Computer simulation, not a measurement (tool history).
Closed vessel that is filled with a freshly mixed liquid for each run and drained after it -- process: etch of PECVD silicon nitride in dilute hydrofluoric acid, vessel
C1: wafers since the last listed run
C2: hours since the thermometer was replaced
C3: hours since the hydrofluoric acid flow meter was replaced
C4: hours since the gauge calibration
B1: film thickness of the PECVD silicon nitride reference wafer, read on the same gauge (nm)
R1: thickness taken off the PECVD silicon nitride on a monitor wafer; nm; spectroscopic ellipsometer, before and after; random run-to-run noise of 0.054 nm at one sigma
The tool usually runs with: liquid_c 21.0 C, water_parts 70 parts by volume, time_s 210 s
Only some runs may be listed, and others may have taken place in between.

Run 1, hour 0.0: usual settings; C1 0; C2 2001.4; C3 2319.6; C4 28.2; B1 90.01. Result: R1 7.36 nm.
Run 2, hour 17.4: usual settings; C1 2091; C2 2018.8; C3 2337.0; C4 45.6; B1 90.01. Result: R1 7.39 nm.
Run 3, hour 30.7: usual settings; C1 1598; C2 2032.1; C3 2350.3; C4 58.9; B1 89.98. Result: R1 7.47 nm.
Run 4, hour 51.6: usual settings but water_parts 85 parts by volume; C1 2512; C2 2053.0; C3 2371.2; C4 79.8; B1 90.04. Result: R1 6.11 nm.
Run 5, hour 74.1: usual settings; C1 2705; C2 2075.5; C3 2393.7; C4 102.3; B1 90.05. Result: R1 7.41 nm.
Run 6, hour 103.5: usual settings; C1 3534; C2 2104.9; C3 2423.1; C4 131.7; B1 89.99. Result: R1 7.39 nm.
Run 7, hour 126.0: usual settings; C1 2705; C2 2127.4; C3 2445.6; C4 154.2; B1 90.00. Result: R1 7.40 nm.
Run 8, hour 147.3: usual settings; C1 2560; C2 2148.7; C3 2466.9; C4 175.5; B1 90.03. Result: R1 7.40 nm.
Run 9, hour 218.9: usual settings; C1 8607; C2 2220.3; C3 2538.5; C4 247.1; B1 89.97. Result: R1 7.43 nm.
Run 10, hour 243.5: usual settings but liquid_c 23.5 C, water_parts 85 parts by volume, time_s 115 s; C1 2957; C2 2244.9; C3 2563.1; C4 271.7; B1 90.01. Result: R1 3.99 nm.
At hour 246.0: thermometer replaced.
Run 11, hour 302.6: usual settings; C1 6984; C2 56.6; C3 2622.2; C4 330.8; B1 89.99. Result: R1 7.32 nm.

The next listed run, before its measurement:
Run 12, hour 322.0: usual settings but liquid_c 23.5 C; C1 2332; C2 76.0; C3 2641.6; C4 350.2; B1 ?. Result: R1 ?.

{"run 12": {"B1": 89.97, "R1": 8.78}}
Without the tool's hidden state the same run would have given R1 8.78 nm.
